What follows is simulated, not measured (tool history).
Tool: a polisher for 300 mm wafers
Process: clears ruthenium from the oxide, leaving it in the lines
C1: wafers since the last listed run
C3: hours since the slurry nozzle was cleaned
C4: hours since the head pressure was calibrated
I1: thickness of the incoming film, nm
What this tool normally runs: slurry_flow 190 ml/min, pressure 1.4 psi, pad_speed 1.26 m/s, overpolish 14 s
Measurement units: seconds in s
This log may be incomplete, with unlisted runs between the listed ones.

run 1 hour=0.0 | slurry_flow=190 pressure=1.4 pad_speed=1.26 overpolish=14 | C1=0 wafers_polished_on_this_pad=2323 C3=582.4 C4=701.0 | I1=103.8 | seconds=115.1
run 2 hour=57.9 | slurry_flow=190 pressure=1.4 pad_speed=1.26 overpolish=14 | C1=556 wafers_polished_on_this_pad=2879 C3=640.3 C4=758.9 | I1=105.0 | seconds=121.3
run 3 hour=153.5 | slurry_flow=190 pressure=1.4 pad_speed=1.26 overpolish=14 | C1=918 wafers_polished_on_this_pad=3798 C3=735.9 C4=854.5 | I1=106.0 | seconds=125.5
-- hour=169.7 slurry nozzle cleaned
-- hour=201.6 head pressure recalibrated
run 4 hour=207.6 | slurry_flow=190 pressure=1.4 pad_speed=0.94 overpolish=14 | C1=491 wafers_polished_on_this_pad=4289 C3=37.9 C4=6.0 | I1=105.7 | seconds=151.3
run 5 hour=245.2 | slurry_flow=190 pressure=1.4 pad_speed=0.94 overpolish=14 | C1=361 wafers_polished_on_this_pad=4650 C3=75.5 C4=43.6 | I1=104.8 | seconds=149.8
run 6 hour=316.2 | slurry_flow=190 pressure=1.4 pad_speed=0.94 overpolish=14 | C1=682 wafers_polished_on_this_pad=5332 C3=146.5 C4=114.6 | I1=105.4 | seconds=145.3
run 7 hour=357.6 | slurry_flow=170 pressure=1.4 pad_speed=1.26 overpolish=14 | C1=397 wafers_polished_on_this_pad=5730 C3=187.9 C4=156.0 | I1=103.5 | seconds=113.8
run 8 hour=410.7 | slurry_flow=170 pressure=1.4 pad_speed=1.26 overpolish=14 | C1=510 wafers_polished_on_this_pad=6240 C3=241.0 C4=209.1 | I1=104.3 | seconds=109.4
run 9 hour=469.6 | slurry_flow=190 pressure=1.4 pad_speed=1.26 overpolish=14 | C1=565 wafers_polished_on_this_pad=6806 C3=299.9 C4=268.0 | I1=104.6 | seconds=112.4
-- hour=510.2 worn pad replaced by a new one
run 10 hour=525.0 | slurry_flow=190 pressure=1.4 pad_speed=1.26 overpolish=14 | C1=493 wafers_polished_on_this_pad=141 C3=355.3 C4=323.4 | I1=106.5 | seconds=113.7
run 11 hour=729.6 | slurry_flow=190 pressure=1.3 pad_speed=1.42 overpolish=14 | C1=1965 wafers_polished_on_this_pad=2107 C3=559.9 C4=528.0 | I1=106.7 | seconds=112.6
run 12 hour=812.1 | slurry_flow=190 pressure=1.3 pad_speed=1.42 overpolish=14 | C1=792 wafers_polished_on_this_pad=2900 C3=642.4 C4=610.5 | I1=107.1 | seconds=119.0
run 13 hour=910.2 | slurry_flow=215 pressure=1.8 pad_speed=1.10 overpolish=11 | C1=942 wafers_polished_on_this_pad=3843 C3=740.5 C4=708.6 | I1=105.3 | seconds=111.6
-- hour=948.6 slurry nozzle cleaned
run 14 hour=956.4 | slurry_flow=170 pressure=1.4 pad_speed=1.26 overpolish=14 | C1=434 wafers_polished_on_this_pad=4277 C3=7.8 C4=754.8 | I1=105.1 | seconds=110.7
run 15 hour=1019.0 | slurry_flow=210 pressure=1.4 pad_speed=1.00 overpolish=14 | C1=601 wafers_polished_on_this_pad=4879 C3=70.4 C4=817.4 | I1=105.9 | seconds=139.2
run 16 hour=1089.5 | slurry_flow=190 pressure=1.4 pad_speed=1.26 overpolish=20 | C1=677 wafers_polished_on_this_pad=5556 C3=140.9 C4=887.9 | I1=105.8 | seconds=111.5
-- hour=1102.5 head pressure recalibrated
run 17 hour=1183.0 | slurry_flow=190 pressure=1.4 pad_speed=1.26 overpolish=14 | C1=879 wafers_polished_on_this_pad=6435 C3=234.4 C4=80.5 | I1=106.3 | seconds=111.7
run 18 hour=1282.9 | slurry_flow=190 pressure=1.4 pad_speed=0.94 overpolish=14 | C1=959 wafers_polished_on_this_pad=7395 C3=334.3 C4=180.4 | I1=104.6 | seconds=146.0
-- hour=1358.8 worn pad replaced by a new one
run 19 hour=1370.5 | slurry_flow=245 pressure=1.7 pad_speed=1.00 overpolish=8 | C1=803 wafers_polished_on_this_pad=112 C3=421.9 C4=268.0 | I1=104.9 | seconds=112.4
run 20 hour=1428.6 | slurry_flow=190 pressure=1.4 pad_speed=1.26 overpolish=14 | C1=558 wafers_polished_on_this_pad=670 C3=480.0 C4=326.1 | I1=105.6 | seconds=112.6
run 21 hour=1527.2 | slurry_flow=190 pressure=1.9 pad_speed=0.94 overpolish=9 | C1=947 wafers_polished_on_this_pad=1618 C3=578.6 C4=424.7 | I1=104.1 | seconds=115.1
run 22 hour=1620.6 | slurry_flow=190 pressure=1.4 pad_speed=1.26 overpolish=14 | C1=897 wafers_polished_on_this_pad=2515 C3=672.0 C4=518.1 | I1=106.2 | seconds=121.9
run 23 hour=1722.8 | slurry_flow=165 pressure=1.2 pad_speed=0.84 overpolish=10 | C1=982 wafers_polished_on_this_pad=3497 C3=774.2 C4=620.3 | I1=104.4 | seconds=223.2
-- hour=1753.0 slurry nozzle cleaned
run 24 hour=1817.0 | slurry_flow=190 pressure=1.0 pad_speed=1.42 overpolish=14 | C1=895 wafers_polished_on_this_pad=4393 C3=64.0 C4=714.5 | I1=106.2 | seconds=138.5
run 25 hour=1867.1 | slurry_flow=190 pressure=1.2 pad_speed=0.96 overpolish=10 | C1=481 wafers_polished_on_this_pad=4874 C3=114.1 C4=764.6 | I1=107.0 | seconds=173.2
run 26 hour=1970.0 | slurry_flow=190 pressure=1.4 pad_speed=1.26 overpolish=14 | C1=988 wafers_polished_on_this_pad=5863 C3=217.0 C4=867.5 | I1=106.9 | seconds=117.6
run 27 hour=2048.4 | slurry_flow=190 pressure=1.8 pad_speed=1.04 overpolish=8 | C1=753 wafers_polished_on_this_pad=6616 C3=295.4 C4=945.9 | I1=106.6 | seconds=111.0
run 28 hour=2150.3 | slurry_flow=190 pressure=1.3 pad_speed=1.42 overpolish=14 | C1=979 wafers_polished_on_this_pad=7596 C3=397.3 C4=1047.8 | I1=104.2 | seconds=108.7
-- hour=2172.5 worn pad replaced by a new one
-- hour=2182.2 head pressure recalibrated
run 29 hour=2385.0 | slurry_flow=190 pressure=1.4 pad_speed=1.68 overpolish=14 | C1=2197 wafers_polished_on_this_pad=2022 C3=632.0 C4=202.8 | I1=106.0 | seconds=91.4
-- hour=2490.6 slurry nozzle cleaned
run 30 hour=2574.2 | slurry_flow=205 pressure=1.8 pad_speed=1.62 overpolish=6 | C1=1808 wafers_polished_on_this_pad=3830 C3=83.6 C4=392.0 | I1=105.0 | seconds=65.2
run 31 hour=2654.0 | slurry_flow=190 pressure=1.4 pad_speed=1.00 overpolish=14 | C1=766 wafers_polished_on_this_pad=4597 C3=163.4 C4=471.8 | I1=104.7 | seconds=143.8
run 32 hour=2705.6 | slurry_flow=190 pressure=1.4 pad_speed=1.64 overpolish=9 | C1=495 wafers_polished_on_this_pad=5093 C3=215.0 C4=523.4 | I1=105.9 | seconds=86.6
run 33 hour=2771.0 | slurry_flow=190 pressure=1.4 pad_speed=1.12 overpolish=14 | C1=628 wafers_polished_on_this_pad=5721 C3=280.4 C4=588.8 | I1=104.8 | seconds=126.5
run 34 hour=2812.3 | slurry_flow=190 pressure=1.4 pad_speed=1.26 overpolish=14 | C1=396 wafers_polished_on_this_pad=6118 C3=321.7 C4=630.1 | I1=106.6 | seconds=112.3
-- hour=2826.2 worn pad replaced by a new one
run 35 hour=2886.3 | slurry_flow=190 pressure=1.4 pad_speed=1.26 overpolish=14 | C1=672 wafers_polished_on_this_pad=577 C3=395.7 C4=704.1 | I1=105.8 | seconds=112.8

Branching from run 35: 5 alternative next runs. What would each branch give?
run A hour=2886.8 | slurry_flow=190 pressure=1.4 pad_speed=1.26 overpolish=14 | C1=4 wafers_polished_on_this_pad=582 C3=396.2 C4=704.6 | I1=104.7 | seconds=?
run B hour=2886.8 | slurry_flow=160 pressure=1.4 pad_speed=1.26 overpolish=17 | C1=4 wafers_polished_on_this_pad=582 C3=396.2 C4=704.6 | I1=104.7 | seconds=?
run C hour=2886.8 | slurry_flow=165 pressure=1.4 pad_speed=1.02 overpolish=10 | C1=4 wafers_polished_on_this_pad=582 C3=396.2 C4=704.6 | I1=104.7 | seconds=?
run D hour=2886.8 | slurry_flow=155 pressure=1.1 pad_speed=1.06 overpolish=20 | C1=4 wafers_polished_on_this_pad=582 C3=396.2 C4=704.6 | I1=104.7 | seconds=?
run E hour=2886.8 | slurry_flow=190 pressure=1.4 pad_speed=0.84 overpolish=7 | C1=4 wafers_polished_on_this_pad=582 C3=396.2 C4=704.6 | I1=104.7 | seconds=?

run=A seconds=111.0
run=B seconds=114.8
run=C seconds=140.9
run=D seconds=173.2
run=E seconds=166.6
Take away the tool's hidden state, keep each run's random variation, and the runs would have read:
run=A seconds=108.4
run=B seconds=111.6
run=C seconds=137.1
run=D seconds=168.1
run=E seconds=162.6

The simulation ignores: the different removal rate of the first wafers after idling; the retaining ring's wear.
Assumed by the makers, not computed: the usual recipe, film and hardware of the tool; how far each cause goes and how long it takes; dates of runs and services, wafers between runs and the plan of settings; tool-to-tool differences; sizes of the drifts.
